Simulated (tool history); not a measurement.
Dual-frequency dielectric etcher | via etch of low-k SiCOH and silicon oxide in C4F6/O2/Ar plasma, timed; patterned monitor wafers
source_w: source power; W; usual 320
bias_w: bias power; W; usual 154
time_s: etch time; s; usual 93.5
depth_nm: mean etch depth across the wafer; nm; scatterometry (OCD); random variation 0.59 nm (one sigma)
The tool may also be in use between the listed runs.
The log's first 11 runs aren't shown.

| run | hour | source_w | bias_w | time_s | wafers since the last listed run | hours since the last wet clean | hours since the last source power generator calibration | hours since the last bias power generator calibration | hours since the last upper electrode change | hours since the gauge calibration | read-back reference wafer on the same gauge, depth_nm | depth_nm |
|---|---|---|---|---|---|---|---|---|---|---|---|---|
| 12 | 277.5 | 320 | 154 | 93.5 | 160 | 90.9 | 66.1 | 2340.5 | 118 | 89.1 | 248.2 | 243.7 |
| 13 | 354.1 | 320 | 154 | 93.5 | 819 | 167.5 | 142.7 | 2417.1 | 194.6 | 165.7 | 247.8 | 244.8 |
| 14 | 385.1 | 380 | 175 | 72 | 331 | 198.5 | 173.7 | 2448.1 | 225.6 | 196.7 | 248 | 216.3 |
| 15 | 401.8 | 370 | 154 | 66.5 | 178 | 215.2 | 190.4 | 2464.8 | 242.3 | 213.4 | 247.9 | 188.4 |
| 16 | 417.2 | 290 | 154 | 82 | 164 | 230.6 | 205.8 | 2480.2 | 257.7 | 228.8 | 248 | 204.2 |
| 17 | 446.6 | 290 | 132 | 111 | 314 | 260 | 235.2 | 2509.6 | 287.1 | 258.2 | 247.9 | 260.9 |
| 18 | 476.8 | 250 | 138 | 79.5 | 323 | 290.2 | 265.4 | 2539.8 | 317.3 | 288.4 | 248.2 | 173.5 |
| 19 | 494 | 370 | 179 | 93.5 | 184 | 307.4 | 282.6 | 2557 | 334.5 | 305.6 | 247.9 | 279.7 |
| 20 | 523.1 | 320 | 123 | 93.5 | 311 | 336.5 | 311.7 | 2586.1 | 363.6 | 334.7 | 248 | 226.6 |
|  | 551 | bias power generator calibrated |
| 21 | 551.5 | 320 | 154 | 93.5 | 261 | 364.9 | 340.1 | 0.5 | 392 | 363.1 | 247.9 | 245.8 |
| 22 | 570.7 | 270 | 154 | 118.5 | 205 | 384.1 | 359.3 | 19.7 | 411.2 | 382.3 | 247.9 | 283.5 |
| 23 | 584.5 | 320 | 154 | 93.5 | 147 | 397.9 | 373.1 | 33.5 | 425 | 396.1 | 248 | 246 |
| 24 | 619.6 | 350 | 125 | 113.5 | 375 | 433 | 408.2 | 68.6 | 460.1 | 431.2 | 248.1 | 289.4 |
| 25 | 644.2 | 360 | 117 | 93.5 | 263 | 457.6 | 432.8 | 93.2 | 484.7 | 455.8 | 248 | 236.5 |
| 26 | 662.2 | 300 | 186 | 75 | 192 | 475.6 | 450.8 | 111.2 | 502.7 | 473.8 | 248 | 205 |
| 27 | 675.6 | 320 | 154 | 93.5 | 143 | 489 | 464.2 | 124.6 | 516.1 | 487.2 | 248.1 | 245.8 |
| 28 | 700.4 | 340 | 154 | 93.5 | 265 | 513.8 | 489 | 149.4 | 540.9 | 512 | 247.8 | 254 |
| 29 | 728.3 | 320 | 154 | 115 | 298 | 541.7 | 516.9 | 177.3 | 568.8 | 539.9 | 248 | 301.7 |
| 30 | 750.2 | 320 | 154 | 93.5 | 234 | 563.6 | 538.8 | 199.2 | 590.7 | 561.8 | 248 | 246.2 |
| 31 | 782.3 | 340 | 154 | 93.5 | 343 | 595.7 | 570.9 | 231.3 | 622.8 | 593.9 | 248 | 254.8 |

3 ways to go on from here, each from the tool as it stands after run 31. What would each give?
| A | 782.7 | 320 | 154 | 93.5 | 4 | 596.1 | 571.3 | 231.7 | 623.2 | 594.3 | ? | ? |
| B | 782.7 | 240 | 180 | 77.5 | 4 | 596.1 | 571.3 | 231.7 | 623.2 | 594.3 | ? | ? |
| C | 782.7 | 270 | 170 | 72 | 4 | 596.1 | 571.3 | 231.7 | 623.2 | 594.3 | ? | ? |

| run | read-back reference wafer on the same gauge, depth_nm | depth_nm |
|---|---|---|
| A | 248.2 | 246.4 |
| B | 248.2 | 183.7 |
| C | 248.2 | 179 |
Without the tool's hidden state the same runs would have given:
| run | depth_nm |
|---|---|
| A | 243.6 |
| B | 181.5 |
| C | 177 |
